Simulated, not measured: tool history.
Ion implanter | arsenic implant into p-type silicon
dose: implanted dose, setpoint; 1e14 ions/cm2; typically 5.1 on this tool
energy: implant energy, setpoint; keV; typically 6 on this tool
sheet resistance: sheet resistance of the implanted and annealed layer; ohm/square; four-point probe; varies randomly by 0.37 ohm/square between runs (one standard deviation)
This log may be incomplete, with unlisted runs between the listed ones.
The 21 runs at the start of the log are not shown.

run	hour	dose	energy	read-back reference wafer on the same gauge, sheet resistance	sheet resistance
22	326	3.57	7.5	272.04	303.93
23	339.2	5.1	7.5	272.02	236.68
24	345.5	5.88	4.5	272.03	230.71
25	362.4	5.1	6	271.98	241.65
26	373	5.1	6	271.98	241.67
# hour 393: gauge calibrated
27	399.6	5.1	6	271.97	241.39
28	409.1	5.1	6	272.03	241.77
29	418	5.54	5.5	272	231.82
30	431	5.1	6	271.93	240.92
31	447.3	6.36	5	272.04	217.83
32	455.4	5.86	6	272.03	222.22
33	472.2	4.42	7.5	272	258.77
34	479	4.46	5	271.92	268.72
35	486.8	4.51	5	272.06	265.68
36	493.1	4.57	6	271.96	258.7

What if the next run were any one of these 4? Each begins from the tool's condition after run 36:
A	493.5	5.1	6	?	?
B	493.5	4.08	8	?	?
C	493.5	3.97	5	?	?
D	493.5	5.1	4.5	?	?

run	read-back reference wafer on the same gauge, sheet resistance	sheet resistance
A	271.96	240.7
B	271.96	271.8
C	271.96	290.35
D	271.96	248.38
The same runs, with their run-to-run variation unchanged, on a tool lacking any hidden condition would have given:
run	sheet resistance
A	244.04
B	276.17
C	295.02
D	251.75

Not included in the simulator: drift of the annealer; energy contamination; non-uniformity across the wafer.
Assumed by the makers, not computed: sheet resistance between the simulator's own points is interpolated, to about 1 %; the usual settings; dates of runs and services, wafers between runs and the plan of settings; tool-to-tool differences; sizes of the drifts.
